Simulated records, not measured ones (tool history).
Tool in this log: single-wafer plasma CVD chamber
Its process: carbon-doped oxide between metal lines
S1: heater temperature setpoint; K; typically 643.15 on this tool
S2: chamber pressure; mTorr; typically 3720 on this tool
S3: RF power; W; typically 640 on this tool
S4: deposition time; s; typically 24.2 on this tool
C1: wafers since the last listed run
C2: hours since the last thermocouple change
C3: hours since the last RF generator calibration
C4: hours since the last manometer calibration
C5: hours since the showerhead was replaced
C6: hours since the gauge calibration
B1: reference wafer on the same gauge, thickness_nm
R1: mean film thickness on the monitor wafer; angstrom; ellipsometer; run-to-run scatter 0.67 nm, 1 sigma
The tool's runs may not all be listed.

run	hour	S1	S2	S3	S4	C1	C2	C3	C4	C5	C6	B1	R1
1	0	636.15	3720	640	24.2	0	1193.8	1626.1	1730.8	5293.6	569	120.057	1269.98
2	21.2	636.15	3720	640	24.2	331	1215	1647.3	1752	5314.8	590.2	119.925	1259.79
3	29.8	643.15	3720	560	24.2	134	1223.6	1655.9	1760.6	5323.4	598.8	119.922	1120.12
4	40	643.15	3720	560	24.2	159	1233.8	1666.1	1770.8	5333.6	609	119.934	1124.31
# hour 40.4: gauge calibrated
5	47.8	643.15	3720	640	24.2	121	1241.6	1673.9	1778.6	5341.4	7.4	119.948	1257.47
6	58.6	643.15	3720	640	24.2	168	1252.4	1684.7	1789.4	5352.2	18.2	120.131	1252.06
7	69.7	643.15	3400	720	24.2	173	1263.5	1695.8	1800.5	5363.3	29.3	120.056	1340.86
8	82.9	643.15	3400	720	24.2	206	1276.7	1709	1813.7	5376.5	42.5	120.04	1349.22
9	91.9	643.15	3400	720	24.2	140	1285.7	1718	1822.7	5385.5	51.5	119.977	1351.93
# hour 113: RF generator calibrated
# hour 120.9: capacitance manometer re-zeroed and calibrated
10	121.4	636.15	3720	640	24.2	213	1315.2	8.4	0.5	5415	81	119.935	1267.13
11	121.7	643.15	4380	640	24.2	4	1315.5	8.7	0.8	5415.3	81.3	120.05	1261.22
12	129.9	643.15	3720	640	22.4	128	1323.7	16.9	9	5423.5	89.5	119.959	1147.33
13	147.1	629.15	3720	555	24.2	268	1340.9	34.1	26.2	5440.7	106.7	119.941	1139.34
14	162.9	643.15	4600	550	21.2	246	1356.7	49.9	42	5456.5	122.5	119.991	989.69
# hour 181.4: thermocouple changed; heater temperature recalibrated
15	181.9	631.15	3720	640	24.2	171	0.5	68.9	61	5475.5	141.5	120.099	1280.27
16	208	643.15	3720	640	24.2	407	26.6	95	87.1	5501.6	167.6	120.086	1242.98
17	216.9	643.15	3720	760	24.2	139	35.5	103.9	96	5510.5	176.5	120.059	1414.5
18	227.9	643.15	3720	760	24.2	171	46.5	114.9	107	5521.5	187.5	119.996	1415.55
19	244.3	631.15	3720	560	20.9	256	62.9	131.3	123.4	5537.9	203.9	120.13	1004.51
20	254.4	643.15	4000	600	24.2	157	73	141.4	133.5	5548	214	119.998	1177.9
21	263.8	643.15	3720	640	22.4	146	82.4	150.8	142.9	5557.4	223.4	120.06	1166.53
22	275.2	643.15	2970	640	25.7	178	93.8	162.2	154.3	5568.8	234.8	119.885	1313.49
# hour 289.9: showerhead replaced
23	293	633.15	3720	560	24.2	153	111.6	180	172.1	3.1	252.6	120.038	1141.11
24	302.7	654.15	3280	690	24.2	151	121.3	189.7	181.8	12.8	262.3	119.998	1282.81
25	315.8	643.15	3440	640	27.1	204	134.4	202.8	194.9	25.9	275.4	119.949	1366.41
26	333.2	637.15	4460	640	26.4	271	151.8	220.2	212.3	43.3	292.8	119.873	1410.57
27	349.1	629.15	3180	710	19.4	248	167.7	236.1	228.2	59.2	308.7	120.002	1099.71
28	366.7	643.15	3720	760	24.2	275	185.3	253.7	245.8	76.8	326.3	120.011	1425.05
29	380.5	643.15	3720	520	24.2	215	199.1	267.5	259.6	90.6	340.1	119.958	1056.66
30	397.5	639.15	3720	640	24.2	265	216.1	284.5	276.6	107.6	357.1	120.085	1257.11

3 options for the next run, each taken on its own from the tool as it stands now. Forecast them:
A	397.9	643.15	3720	640	24.2	6	216.5	284.9	277	108	357.5	?	?
B	397.9	630.15	3410	640	26.2	6	216.5	284.9	277	108	357.5	?	?
C	397.9	643.15	3720	755	24.2	6	216.5	284.9	277	108	357.5	?	?

run	B1	R1
A	120.011	1243.82
B	120.011	1373.34
C	120.011	1407.4
With no hidden state in the tool, these same runs would have given:
run	R1
A	1243.82
B	1373.34
C	1407.4
